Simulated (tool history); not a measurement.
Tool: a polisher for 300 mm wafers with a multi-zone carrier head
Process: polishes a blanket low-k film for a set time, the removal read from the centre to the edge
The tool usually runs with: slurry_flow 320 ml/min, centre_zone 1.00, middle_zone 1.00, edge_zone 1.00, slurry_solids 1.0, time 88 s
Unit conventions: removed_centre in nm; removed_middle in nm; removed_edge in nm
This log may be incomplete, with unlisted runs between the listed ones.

run   hour  slurry_flow  centre_zone  middle_zone  edge_zone  slurry_solids  time  wafers since the last listed run  wafers polished on this pad  hours since the slurry nozzle was cleaned  hours since the centre zone pressure was calibrated  hours since the edge zone pressure was calibrated  hours since the carrier head's membrane was replaced  incoming thickness of the incoming film, nm  removed_centre  removed_middle  removed_edge
  1    0.0          320         1.00         1.00       1.00            1.0    68                                 0                         1588                                      461.3                                                 88.8                                              117.9                                                1385.0                                        538.2            25.6            25.0          27.8
  2   27.5          320         1.00         1.00       1.08            1.0    88                               182                         1770                                      488.8                                                116.3                                              145.4                                                1412.5                                        526.3            33.0            33.2          35.7
      52.7  -- slurry nozzle cleaned, repeated, since the last time left the tool worse
  3   81.1          320         1.00         1.00       1.00            1.0   116                               348                         2118                                       28.4                                                169.9                                              199.0                                                1466.1                                        534.8            49.3            48.9          49.6
  4  143.3          320         1.00         1.00       1.00            1.0    88                               411                         2530                                       90.6                                                232.1                                              261.2                                                1528.3                                        538.2            37.3            36.5          36.9
  5  191.0          320         1.00         1.03       1.04            0.8    65                               315                         2845                                      138.3                                                279.8                                              308.9                                                1576.0                                        529.8            25.3            25.1          26.2
     221.0  -- worn pad replaced by a new one
  6  222.4          280         0.95         1.00       1.00            1.0    88                               181                            9                                      169.7                                                311.2                                              340.3                                                1607.4                                        531.4            34.4            36.0          36.9
  7  273.4          320         1.00         1.00       1.00            1.0    88                               337                          347                                      220.7                                                362.2                                              391.3                                                1658.4                                        534.4            36.8            36.7          38.0
     281.4  -- carrier head's membrane replaced by a new one
     343.9  -- centre zone pressure recalibrated
  8  344.4          320         1.00         1.00       1.00            1.0    88                               423                          770                                      291.7                                                  0.5                                              462.3                                                  63.0                                        524.0            36.6            36.3          37.3
  9  382.7          320         1.00         1.00       1.00            1.0    88                               253                         1024                                      330.0                                                 38.8                                              500.6                                                 101.3                                        527.5            37.0            36.4          37.2
 10  411.5          395         1.00         1.00       1.00            1.0    88                               190                         1214                                      358.8                                                 67.6                                              529.4                                                 130.1                                        525.0            37.7            36.6          37.0
     424.3  -- edge zone pressure recalibrated
 11  445.7          235         1.00         0.95       1.00            1.0    88                               213                         1427                                      393.0                                                101.8                                               21.4                                                 164.3                                        522.9            35.1            33.1          36.3
 12  474.8          320         1.00         1.00       1.00            1.0    88                               192                         1620                                      422.1                                                130.9                                               50.5                                                 193.4                                        522.8            36.6            36.3          37.4
 13  502.3          405         1.00         1.00       0.95            1.0   104                               182                         1802                                      449.6                                                158.4                                               78.0                                                 220.9                                        532.6            44.1            43.7          44.6
 14  558.2          320         0.96         1.00       1.00            1.0    88                               369                         2172                                      505.5                                                214.3                                              133.9                                                 276.8                                        534.3            35.3            35.8          36.8

What does the tool deliver on the next run?
 15  616.4          320         0.97         1.00       1.11            1.0    62                               385                         2557                                      563.7                                                272.5                                              192.1                                                 335.0                                        540.8               ?               ?             ?

removed_centre: 25.1 nm
removed_middle: 25.4 nm
removed_edge: 27.5 nm
With no hidden state in the tool, this same run would have given removed_centre 25.6 nm, removed_middle 26.0 nm, removed_edge 27.9 nm.
